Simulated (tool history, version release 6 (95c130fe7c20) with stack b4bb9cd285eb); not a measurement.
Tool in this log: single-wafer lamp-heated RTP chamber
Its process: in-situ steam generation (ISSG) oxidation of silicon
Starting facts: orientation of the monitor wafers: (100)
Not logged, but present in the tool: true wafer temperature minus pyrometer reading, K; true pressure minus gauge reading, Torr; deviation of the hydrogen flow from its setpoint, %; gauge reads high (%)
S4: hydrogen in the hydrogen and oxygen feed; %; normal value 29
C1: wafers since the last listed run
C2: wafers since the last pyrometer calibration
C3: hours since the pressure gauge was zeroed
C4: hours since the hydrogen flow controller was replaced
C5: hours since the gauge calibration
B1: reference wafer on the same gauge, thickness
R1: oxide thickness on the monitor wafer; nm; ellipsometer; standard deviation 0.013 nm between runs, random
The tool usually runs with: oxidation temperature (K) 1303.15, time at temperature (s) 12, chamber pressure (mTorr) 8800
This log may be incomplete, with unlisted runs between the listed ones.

run 1 hour=0 | oxidation_temperature_(K)=1303.15 time_at_temperature_(s)=12 chamber_pressure_(mTorr)=8800 S4=29 | C1=0 C2=1650 C3=217.2 C4=32.7 C5=2842.8 | B1=6.184 | R1=5.906
run 2 hour=78.7 | oxidation_temperature_(K)=1303.15 time_at_temperature_(s)=12 chamber_pressure_(mTorr)=8800 S4=29 | C1=661 C2=2311 C3=295.9 C4=111.4 C5=2921.5 | B1=6.179 | R1=5.942
run 3 hour=152.7 | oxidation_temperature_(K)=1303.15 time_at_temperature_(s)=12 chamber_pressure_(mTorr)=8800 S4=29 | C1=622 C2=2934 C3=369.9 C4=185.4 C5=2995.5 | B1=6.177 | R1=5.913
run 4 hour=192 | oxidation_temperature_(K)=1303.15 time_at_temperature_(s)=12 chamber_pressure_(mTorr)=8800 S4=29 | C1=330 C2=3264 C3=409.2 C4=224.7 C5=3034.8 | B1=6.182 | R1=5.914
run 5 hour=272.7 | oxidation_temperature_(K)=1303.15 time_at_temperature_(s)=12 chamber_pressure_(mTorr)=8800 S4=29 | C1=678 C2=3943 C3=489.9 C4=305.4 C5=3115.5 | B1=6.181 | R1=5.943
run 6 hour=363.2 | oxidation_temperature_(K)=1303.15 time_at_temperature_(s)=12 chamber_pressure_(mTorr)=8800 S4=29 | C1=761 C2=4704 C3=580.4 C4=395.9 C5=3206 | B1=6.181 | R1=5.939
run 7 hour=422.4 | oxidation_temperature_(K)=1303.15 time_at_temperature_(s)=12 chamber_pressure_(mTorr)=8800 S4=29 | C1=497 C2=5202 C3=639.6 C4=455.1 C5=3265.2 | B1=6.178 | R1=5.932
run 8 hour=615.9 | oxidation_temperature_(K)=1303.15 time_at_temperature_(s)=12 chamber_pressure_(mTorr)=10200 S4=29 | C1=1627 C2=6829 C3=833.1 C4=648.6 C5=3458.7 | B1=6.178 | R1=5.766
run 9 hour=669.5 | oxidation_temperature_(K)=1303.15 time_at_temperature_(s)=12 chamber_pressure_(mTorr)=10000 S4=20 | C1=450 C2=7280 C3=886.7 C4=702.2 C5=3512.3 | B1=6.179 | R1=5.311
run 10 hour=772.9 | oxidation_temperature_(K)=1303.15 time_at_temperature_(s)=14 chamber_pressure_(mTorr)=8800 S4=26 | C1=869 C2=8149 C3=990.1 C4=805.6 C5=3615.7 | B1=6.181 | R1=6.201
-- hour=832 pyrometer window cleaned and pyrometer calibrated
run 11 hour=970.9 | oxidation_temperature_(K)=1284.15 time_at_temperature_(s)=16 chamber_pressure_(mTorr)=8000 S4=23 | C1=1597 C2=1168 C3=1188.1 C4=1003.6 C5=3813.7 | B1=6.179 | R1=5.802
run 12 hour=1066.1 | oxidation_temperature_(K)=1317.15 time_at_temperature_(s)=14 chamber_pressure_(mTorr)=8300 S4=22 | C1=800 C2=1968 C3=1283.3 C4=1098.8 C5=3908.9 | B1=6.182 | R1=6.295
run 13 hour=1135.9 | oxidation_temperature_(K)=1309.15 time_at_temperature_(s)=14 chamber_pressure_(mTorr)=8100 S4=32 | C1=586 C2=2555 C3=1353.1 C4=1168.6 C5=3978.7 | B1=6.176 | R1=6.707
run 14 hour=1202 | oxidation_temperature_(K)=1320.15 time_at_temperature_(s)=12 chamber_pressure_(mTorr)=7400 S4=32 | C1=555 C2=3111 C3=1419.2 C4=1234.7 C5=4044.8 | B1=6.177 | R1=6.62
run 15 hour=1292.3 | oxidation_temperature_(K)=1289.15 time_at_temperature_(s)=14 chamber_pressure_(mTorr)=7300 S4=22 | C1=759 C2=3871 C3=1509.5 C4=1325 C5=4135.1 | B1=6.184 | R1=5.577
run 16 hour=1343.4 | oxidation_temperature_(K)=1303.15 time_at_temperature_(s)=12 chamber_pressure_(mTorr)=8800 S4=29 | C1=429 C2=4300 C3=1560.6 C4=1376.1 C5=4186.2 | B1=6.18 | R1=5.886
run 17 hour=1381.3 | oxidation_temperature_(K)=1303.15 time_at_temperature_(s)=9 chamber_pressure_(mTorr)=7500 S4=22 | C1=318 C2=4619 C3=1598.5 C4=1414 C5=4224.1 | B1=6.18 | R1=4.838
-- hour=1434.1 gauge calibrated
run 18 hour=1441.2 | oxidation_temperature_(K)=1303.15 time_at_temperature_(s)=15 chamber_pressure_(mTorr)=8800 S4=29 | C1=503 C2=5123 C3=1658.4 C4=1473.9 C5=7.1 | B1=6.183 | R1=6.567
run 19 hour=1477.8 | oxidation_temperature_(K)=1309.15 time_at_temperature_(s)=8 chamber_pressure_(mTorr)=9500 S4=26 | C1=307 C2=5431 C3=1695 C4=1510.5 C5=43.7 | B1=6.183 | R1=4.819
run 20 hour=1571 | oxidation_temperature_(K)=1288.15 time_at_temperature_(s)=12 chamber_pressure_(mTorr)=8800 S4=29 | C1=783 C2=6214 C3=1788.2 C4=1603.7 C5=136.9 | B1=6.183 | R1=5.569
-- hour=1606.7 pressure gauge zeroed
-- hour=1661.2 pyrometer window cleaned and pyrometer calibrated
run 21 hour=1798 | oxidation_temperature_(K)=1303.15 time_at_temperature_(s)=7 chamber_pressure_(mTorr)=8800 S4=29 | C1=1774 C2=1150 C3=191.3 C4=1830.7 C5=363.9 | B1=6.179 | R1=4.578
run 22 hour=1872.5 | oxidation_temperature_(K)=1284.15 time_at_temperature_(s)=14 chamber_pressure_(mTorr)=8100 S4=23 | C1=626 C2=1777 C3=265.8 C4=1905.2 C5=438.4 | B1=6.181 | R1=5.487
-- hour=1901.8 hydrogen flow controller replaced
run 23 hour=1913.1 | oxidation_temperature_(K)=1303.15 time_at_temperature_(s)=12 chamber_pressure_(mTorr)=8800 S4=29 | C1=274 C2=2051 C3=306.4 C4=11.3 C5=479 | B1=6.174 | R1=5.896
run 24 hour=1992.2 | oxidation_temperature_(K)=1303.15 time_at_temperature_(s)=12 chamber_pressure_(mTorr)=8100 S4=29 | C1=665 C2=2716 C3=385.5 C4=90.4 C5=558.1 | B1=6.178 | R1=5.928
run 25 hour=2058.6 | oxidation_temperature_(K)=1308.15 time_at_temperature_(s)=12 chamber_pressure_(mTorr)=8800 S4=32 | C1=558 C2=3274 C3=451.9 C4=156.8 C5=624.5 | B1=6.18 | R1=6.184
run 26 hour=2188.1 | oxidation_temperature_(K)=1296.15 time_at_temperature_(s)=12 chamber_pressure_(mTorr)=9600 S4=32 | C1=1089 C2=4364 C3=581.4 C4=286.3 C5=754 | B1=6.174 | R1=5.795
run 27 hour=2287.2 | oxidation_temperature_(K)=1303.15 time_at_temperature_(s)=15 chamber_pressure_(mTorr)=10200 S4=26 | C1=833 C2=5197 C3=680.5 C4=385.4 C5=853.1 | B1=6.181 | R1=6.234
run 28 hour=2376.7 | oxidation_temperature_(K)=1314.15 time_at_temperature_(s)=7 chamber_pressure_(mTorr)=9800 S4=25 | C1=752 C2=5950 C3=770 C4=474.9 C5=942.6 | B1=6.181 | R1=4.565
run 29 hour=2463.1 | oxidation_temperature_(K)=1303.15 time_at_temperature_(s)=12 chamber_pressure_(mTorr)=8800 S4=29 | C1=726 C2=6676 C3=856.4 C4=561.3 C5=1029 | B1=6.175 | R1=5.897
run 30 hour=2520 | oxidation_temperature_(K)=1303.15 time_at_temperature_(s)=12 chamber_pressure_(mTorr)=8800 S4=29 | C1=478 C2=7155 C3=913.3 C4=618.2 C5=1085.9 | B1=6.176 | R1=5.92
-- hour=2569.7 pyrometer window cleaned and pyrometer calibrated
run 31 hour=2599.5 | oxidation_temperature_(K)=1303.15 time_at_temperature_(s)=12 chamber_pressure_(mTorr)=8800 S4=29 | C1=601 C2=250 C3=992.8 C4=697.7 C5=1165.4 | B1=6.174 | R1=5.762
run 32 hour=2660.3 | oxidation_temperature_(K)=1303.15 time_at_temperature_(s)=12 chamber_pressure_(mTorr)=8800 S4=29 | C1=511 C2=761 C3=1053.6 C4=758.5 C5=1226.2 | B1=6.183 | R1=5.814

Here are 3 independent what-if runs from the current tool condition. What would each one return?
run A hour=2660.8 | oxidation_temperature_(K)=1303.15 time_at_temperature_(s)=12 chamber_pressure_(mTorr)=8800 S4=29 | C1=4 C2=765 C3=1054.1 C4=759 C5=1226.7 | B1=? | R1=?
run B hour=2660.8 | oxidation_temperature_(K)=1290.15 time_at_temperature_(s)=12 chamber_pressure_(mTorr)=8800 S4=21 | C1=4 C2=765 C3=1054.1 C4=759 C5=1226.7 | B1=? | R1=?
run C hour=2660.8 | oxidation_temperature_(K)=1303.15 time_at_temperature_(s)=12 chamber_pressure_(mTorr)=7700 S4=29 | C1=4 C2=765 C3=1054.1 C4=759 C5=1226.7 | B1=? | R1=?

run=A B1=6.178 R1=5.795
run=B B1=6.178 R1=5.06
run=C B1=6.178 R1=5.856
With the hidden condition removed and each run's random variation left untouched, the same runs would have given:
run=A R1=5.792
run=B R1=5.062
run=C R1=5.857

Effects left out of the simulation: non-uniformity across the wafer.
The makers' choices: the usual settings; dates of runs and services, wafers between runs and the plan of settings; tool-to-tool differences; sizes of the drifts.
